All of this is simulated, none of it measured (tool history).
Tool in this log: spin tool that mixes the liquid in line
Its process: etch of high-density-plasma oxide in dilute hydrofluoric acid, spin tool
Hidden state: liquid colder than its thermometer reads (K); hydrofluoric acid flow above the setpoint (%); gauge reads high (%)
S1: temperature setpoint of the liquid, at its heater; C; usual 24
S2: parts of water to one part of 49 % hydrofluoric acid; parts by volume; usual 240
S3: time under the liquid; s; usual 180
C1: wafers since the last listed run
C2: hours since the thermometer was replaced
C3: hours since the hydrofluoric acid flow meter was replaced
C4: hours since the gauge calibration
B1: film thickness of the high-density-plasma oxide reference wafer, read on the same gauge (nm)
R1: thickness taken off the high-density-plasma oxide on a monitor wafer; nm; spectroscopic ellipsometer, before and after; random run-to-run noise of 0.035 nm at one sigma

{"run": 1, "hour": 0.0, "S1": 22, "S2": 320, "S3": 180, "C1": 0, "C2": 638.6, "C3": 222.8, "C4": 52.5, "B1": 129.99, "R1": 3.28}
{"run": 2, "hour": 17.8, "S1": 27, "S2": 240, "S3": 215, "C1": 102, "C2": 656.4, "C3": 240.6, "C4": 70.3, "B1": 130.02, "R1": 6.78}
{"run": 3, "hour": 29.6, "S1": 27, "S2": 240, "S3": 215, "C1": 68, "C2": 668.2, "C3": 252.4, "C4": 82.1, "B1": 129.98, "R1": 6.76}
{"run": 4, "hour": 45.7, "S1": 27, "S2": 240, "S3": 215, "C1": 92, "C2": 684.3, "C3": 268.5, "C4": 98.2, "B1": 130.01, "R1": 6.76}
{"run": 5, "hour": 62.4, "S1": 21.5, "S2": 240, "S3": 180, "C1": 96, "C2": 701, "C3": 285.2, "C4": 114.9, "B1": 130.01, "R1": 4.58}
{"run": 6, "hour": 69.5, "S1": 24, "S2": 240, "S3": 255, "C1": 40, "C2": 708.1, "C3": 292.3, "C4": 122, "B1": 129.99, "R1": 7.14}
{"run": 7, "hour": 86.2, "S1": 24, "S2": 240, "S3": 120, "C1": 96, "C2": 724.8, "C3": 309, "C4": 138.7, "B1": 130, "R1": 3.37}
{"run": 8, "hour": 96.7, "S1": 24, "S2": 240, "S3": 120, "C1": 60, "C2": 735.3, "C3": 319.5, "C4": 149.2, "B1": 130.02, "R1": 3.35}
{"run": 9, "hour": 103.4, "S1": 24, "S2": 240, "S3": 120, "C1": 38, "C2": 742, "C3": 326.2, "C4": 155.9, "B1": 130.03, "R1": 3.38}
{"run": 10, "hour": 121.0, "S1": 24, "S2": 280, "S3": 180, "C1": 101, "C2": 759.6, "C3": 343.8, "C4": 173.5, "B1": 129.96, "R1": 4.15}
{"run": 11, "hour": 128.6, "S1": 24, "S2": 280, "S3": 180, "C1": 43, "C2": 767.2, "C3": 351.4, "C4": 181.1, "B1": 130.01, "R1": 4.16}
{"run": 12, "hour": 137.1, "S1": 24, "S2": 280, "S3": 180, "C1": 49, "C2": 775.7, "C3": 359.9, "C4": 189.6, "B1": 130, "R1": 4.18}
{"hour": 150.2, "done": "gauge calibrated"}
{"run": 13, "hour": 150.4, "S1": 24, "S2": 240, "S3": 180, "C1": 76, "C2": 789, "C3": 373.2, "C4": 0.2, "B1": 129.98, "R1": 5.1}
{"hour": 166.0, "done": "hydrofluoric acid flow meter replaced"}
{"run": 14, "hour": 167.8, "S1": 24, "S2": 240, "S3": 180, "C1": 94, "C2": 806.4, "C3": 1.8, "C4": 17.6, "B1": 129.99, "R1": 4.89}
{"run": 15, "hour": 182.3, "S1": 24, "S2": 240, "S3": 120, "C1": 83, "C2": 820.9, "C3": 16.3, "C4": 32.1, "B1": 129.96, "R1": 3.23}
{"run": 16, "hour": 190.2, "S1": 29, "S2": 240, "S3": 285, "C1": 45, "C2": 828.8, "C3": 24.2, "C4": 40, "B1": 130.03, "R1": 9.15}
{"run": 17, "hour": 196.2, "S1": 24, "S2": 290, "S3": 180, "C1": 34, "C2": 834.8, "C3": 30.2, "C4": 46, "B1": 129.99, "R1": 3.86}
{"run": 18, "hour": 208.7, "S1": 28, "S2": 240, "S3": 130, "C1": 72, "C2": 847.3, "C3": 42.7, "C4": 58.5, "B1": 129.99, "R1": 4.05}
{"run": 19, "hour": 221.4, "S1": 24, "S2": 325, "S3": 180, "C1": 73, "C2": 860, "C3": 55.4, "C4": 71.2, "B1": 129.96, "R1": 3.29}
{"run": 20, "hour": 236.1, "S1": 24, "S2": 240, "S3": 180, "C1": 84, "C2": 874.7, "C3": 70.1, "C4": 85.9, "B1": 129.97, "R1": 4.82}
{"run": 21, "hour": 249.9, "S1": 24, "S2": 240, "S3": 180, "C1": 79, "C2": 888.5, "C3": 83.9, "C4": 99.7, "B1": 129.97, "R1": 4.83}
{"run": 22, "hour": 261.5, "S1": 24, "S2": 240, "S3": 90, "C1": 66, "C2": 900.1, "C3": 95.5, "C4": 111.3, "B1": 129.99, "R1": 2.42}
{"hour": 271.4, "done": "thermometer replaced"}
{"run": 23, "hour": 277.1, "S1": 24, "S2": 175, "S3": 180, "C1": 84, "C2": 5.7, "C3": 111.1, "C4": 126.9, "B1": 130.01, "R1": 7.99}
{"run": 24, "hour": 287.8, "S1": 26.5, "S2": 240, "S3": 180, "C1": 61, "C2": 16.4, "C3": 121.8, "C4": 137.6, "B1": 129.98, "R1": 5.99}
{"run": 25, "hour": 301.0, "S1": 24, "S2": 185, "S3": 135, "C1": 76, "C2": 29.6, "C3": 135, "C4": 150.8, "B1": 130.01, "R1": 5.58}
{"run": 26, "hour": 309.1, "S1": 29, "S2": 240, "S3": 125, "C1": 46, "C2": 37.7, "C3": 143.1, "C4": 158.9, "B1": 130.01, "R1": 4.49}
{"run": 27, "hour": 317.4, "S1": 19, "S2": 355, "S3": 240, "C1": 47, "C2": 46, "C3": 151.4, "C4": 167.2, "B1": 129.98, "R1": 3.68}
{"run": 28, "hour": 326.6, "S1": 21, "S2": 240, "S3": 180, "C1": 53, "C2": 55.2, "C3": 160.6, "C4": 176.4, "B1": 129.99, "R1": 4.82}
{"run": 29, "hour": 341.6, "S1": 24, "S2": 280, "S3": 180, "C1": 86, "C2": 70.2, "C3": 175.6, "C4": 191.4, "B1": 130, "R1": 4.55}

Predict each of these 5 candidate next runs independently; none follows another, all start after run 29:
{"run": "A", "hour": 342.1, "S1": 24, "S2": 285, "S3": 180, "C1": 2, "C2": 70.7, "C3": 176.1, "C4": 191.9, "B1": "?", "R1": "?"}
{"run": "B", "hour": 342.1, "S1": 24, "S2": 240, "S3": 245, "C1": 2, "C2": 70.7, "C3": 176.1, "C4": 191.9, "B1": "?", "R1": "?"}
{"run": "C", "hour": 342.1, "S1": 24, "S2": 330, "S3": 250, "C1": 2, "C2": 70.7, "C3": 176.1, "C4": 191.9, "B1": "?", "R1": "?"}
{"run": "D", "hour": 342.1, "S1": 19.5, "S2": 300, "S3": 220, "C1": 2, "C2": 70.7, "C3": 176.1, "C4": 191.9, "B1": "?", "R1": "?"}
{"run": "E", "hour": 342.1, "S1": 22, "S2": 240, "S3": 180, "C1": 2, "C2": 70.7, "C3": 176.1, "C4": 191.9, "B1": "?", "R1": "?"}

run=A B1=130 R1=4.44
run=B B1=130 R1=7.5
run=C B1=130 R1=5.1
run=D B1=130 R1=4.32
run=E B1=130 R1=5.12
Without the tool's hidden state the same runs would have given:
run=A R1=4.4
run=B R1=7.44
run=C R1=5.05
run=D R1=4.29
run=E R1=5.08
